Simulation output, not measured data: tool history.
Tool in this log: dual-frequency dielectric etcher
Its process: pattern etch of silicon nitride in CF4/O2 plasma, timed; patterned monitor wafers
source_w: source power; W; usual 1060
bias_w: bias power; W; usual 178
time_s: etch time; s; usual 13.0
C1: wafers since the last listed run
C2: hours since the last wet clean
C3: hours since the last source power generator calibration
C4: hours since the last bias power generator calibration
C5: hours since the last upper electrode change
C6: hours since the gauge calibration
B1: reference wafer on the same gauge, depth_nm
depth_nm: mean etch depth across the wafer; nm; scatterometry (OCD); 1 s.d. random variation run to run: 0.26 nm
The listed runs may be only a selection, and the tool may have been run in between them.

run 1 hour=0.0 | source_w=1060 bias_w=178 time_s=13.0 | C1=0 C2=553.0 C3=1719.3 C4=1715.9 C5=3515.2 C6=260.5 | B1=49.3 | depth_nm=53.2
run 2 hour=14.3 | source_w=1060 bias_w=178 time_s=13.0 | C1=219 C2=567.3 C3=1733.6 C4=1730.2 C5=3529.5 C6=274.8 | B1=49.2 | depth_nm=53.2
run 3 hour=24.1 | source_w=1060 bias_w=178 time_s=13.0 | C1=150 C2=577.1 C3=1743.4 C4=1740.0 C5=3539.3 C6=284.6 | B1=49.2 | depth_nm=52.7
run 4 hour=66.8 | source_w=1270 bias_w=146 time_s=13.0 | C1=654 C2=619.8 C3=1786.1 C4=1782.7 C5=3582.0 C6=327.3 | B1=49.2 | depth_nm=58.3
run 5 hour=73.6 | source_w=1120 bias_w=195 time_s=13.0 | C1=104 C2=626.6 C3=1792.9 C4=1789.5 C5=3588.8 C6=334.1 | B1=49.2 | depth_nm=57.7
run 6 hour=85.7 | source_w=1120 bias_w=195 time_s=13.0 | C1=185 C2=638.7 C3=1805.0 C4=1801.6 C5=3600.9 C6=346.2 | B1=49.2 | depth_nm=58.0
run 7 hour=91.9 | source_w=1060 bias_w=208 time_s=13.0 | C1=94 C2=644.9 C3=1811.2 C4=1807.8 C5=3607.1 C6=352.4 | B1=49.2 | depth_nm=56.5
-- hour=99.2 gauge calibrated
run 8 hour=103.3 | source_w=1060 bias_w=208 time_s=13.0 | C1=174 C2=656.3 C3=1822.6 C4=1819.2 C5=3618.5 C6=4.1 | B1=49.2 | depth_nm=56.5
-- hour=132.3 upper electrode replaced
run 9 hour=132.8 | source_w=1060 bias_w=178 time_s=13.0 | C1=84 C2=685.8 C3=1852.1 C4=1848.7 C5=0.5 C6=33.6 | B1=49.2 | depth_nm=53.6
run 10 hour=133.1 | source_w=1060 bias_w=178 time_s=13.0 | C1=4 C2=686.1 C3=1852.4 C4=1849.0 C5=0.8 C6=33.9 | B1=49.2 | depth_nm=53.7
run 11 hour=139.8 | source_w=1060 bias_w=178 time_s=10.5 | C1=102 C2=692.8 C3=1859.1 C4=1855.7 C5=7.5 C6=40.6 | B1=49.2 | depth_nm=43.1
-- hour=157.5 bias power generator calibrated
run 12 hour=158.0 | source_w=1170 bias_w=219 time_s=9.5 | C1=217 C2=711.0 C3=1877.3 C4=0.5 C5=25.7 C6=58.8 | B1=49.2 | depth_nm=45.9
-- hour=184.0 wet clean of the chamber
run 13 hour=184.5 | source_w=840 bias_w=210 time_s=13.0 | C1=38 C2=0.5 C3=1903.8 C4=27.0 C5=52.2 C6=85.3 | B1=49.2 | depth_nm=43.8
run 14 hour=184.8 | source_w=1060 bias_w=178 time_s=10.5 | C1=4 C2=0.8 C3=1904.1 C4=27.3 C5=52.5 C6=85.6 | B1=49.2 | depth_nm=40.9
run 15 hour=190.4 | source_w=1060 bias_w=178 time_s=13.0 | C1=85 C2=6.4 C3=1909.7 C4=32.9 C5=58.1 C6=91.2 | B1=49.2 | depth_nm=50.8
run 16 hour=198.6 | source_w=1060 bias_w=178 time_s=13.0 | C1=125 C2=14.6 C3=1917.9 C4=41.1 C5=66.3 C6=99.4 | B1=49.1 | depth_nm=50.8
run 17 hour=215.9 | source_w=1060 bias_w=153 time_s=16.5 | C1=265 C2=31.9 C3=1935.2 C4=58.4 C5=83.6 C6=116.7 | B1=49.3 | depth_nm=61.2
run 18 hour=228.5 | source_w=1060 bias_w=178 time_s=11.0 | C1=193 C2=44.5 C3=1947.8 C4=71.0 C5=96.2 C6=129.3 | B1=49.2 | depth_nm=42.8
-- hour=241.0 source power generator calibrated
run 19 hour=246.0 | source_w=1320 bias_w=222 time_s=13.0 | C1=206 C2=62.0 C3=5.0 C4=88.5 C5=113.7 C6=146.8 | B1=49.2 | depth_nm=67.3
run 20 hour=254.2 | source_w=1220 bias_w=178 time_s=13.0 | C1=125 C2=70.2 C3=13.2 C4=96.7 C5=121.9 C6=155.0 | B1=49.2 | depth_nm=57.8
run 21 hour=272.0 | source_w=1060 bias_w=213 time_s=13.0 | C1=272 C2=88.0 C3=31.0 C4=114.5 C5=139.7 C6=172.8 | B1=49.2 | depth_nm=54.8
run 22 hour=289.8 | source_w=1300 bias_w=191 time_s=13.0 | C1=272 C2=105.8 C3=48.8 C4=132.3 C5=157.5 C6=190.6 | B1=49.2 | depth_nm=62.9
run 23 hour=303.4 | source_w=1060 bias_w=178 time_s=13.0 | C1=208 C2=119.4 C3=62.4 C4=145.9 C5=171.1 C6=204.2 | B1=49.2 | depth_nm=51.4
run 24 hour=319.2 | source_w=970 bias_w=221 time_s=15.5 | C1=242 C2=135.2 C3=78.2 C4=161.7 C5=186.9 C6=220.0 | B1=49.2 | depth_nm=62.1
run 25 hour=333.5 | source_w=1060 bias_w=212 time_s=13.0 | C1=219 C2=149.5 C3=92.5 C4=176.0 C5=201.2 C6=234.3 | B1=49.2 | depth_nm=55.1
run 26 hour=340.9 | source_w=980 bias_w=195 time_s=16.0 | C1=113 C2=156.9 C3=99.9 C4=183.4 C5=208.6 C6=241.7 | B1=49.3 | depth_nm=61.7
run 27 hour=358.5 | source_w=1060 bias_w=213 time_s=13.0 | C1=269 C2=174.5 C3=117.5 C4=201.0 C5=226.2 C6=259.3 | B1=49.2 | depth_nm=54.7
run 28 hour=365.0 | source_w=1270 bias_w=146 time_s=13.0 | C1=99 C2=181.0 C3=124.0 C4=207.5 C5=232.7 C6=265.8 | B1=49.2 | depth_nm=56.1
-- hour=367.5 gauge calibrated
run 29 hour=371.7 | source_w=890 bias_w=210 time_s=10.5 | C1=102 C2=187.7 C3=130.7 C4=214.2 C5=239.4 C6=4.2 | B1=49.2 | depth_nm=37.8

What if the next run were any one of these 5? Each begins from the tool's condition after run 29:
run A hour=372.1 | source_w=1150 bias_w=178 time_s=13.0 | C1=6 C2=188.1 C3=131.1 C4=214.6 C5=239.8 C6=4.6 | B1=? | depth_nm=?
run B hour=372.1 | source_w=1060 bias_w=203 time_s=11.0 | C1=6 C2=188.1 C3=131.1 C4=214.6 C5=239.8 C6=4.6 | B1=? | depth_nm=?
run C hour=372.1 | source_w=930 bias_w=194 time_s=9.5 | C1=6 C2=188.1 C3=131.1 C4=214.6 C5=239.8 C6=4.6 | B1=? | depth_nm=?
run D hour=372.1 | source_w=1190 bias_w=145 time_s=13.0 | C1=6 C2=188.1 C3=131.1 C4=214.6 C5=239.8 C6=4.6 | B1=? | depth_nm=?
run E hour=372.1 | source_w=890 bias_w=178 time_s=13.0 | C1=6 C2=188.1 C3=131.1 C4=214.6 C5=239.8 C6=4.6 | B1=? | depth_nm=?

run=A B1=49.2 depth_nm=55.7
run=B B1=49.2 depth_nm=46.1
run=C B1=49.2 depth_nm=34.8
run=D B1=49.2 depth_nm=53.2
run=E B1=49.2 depth_nm=44.3
Stripped of hidden state, with their random variation kept, the same runs would have yielded:
run=A depth_nm=54.7
run=B depth_nm=45.3
run=C depth_nm=34.2
run=D depth_nm=52.3
run=E depth_nm=43.6
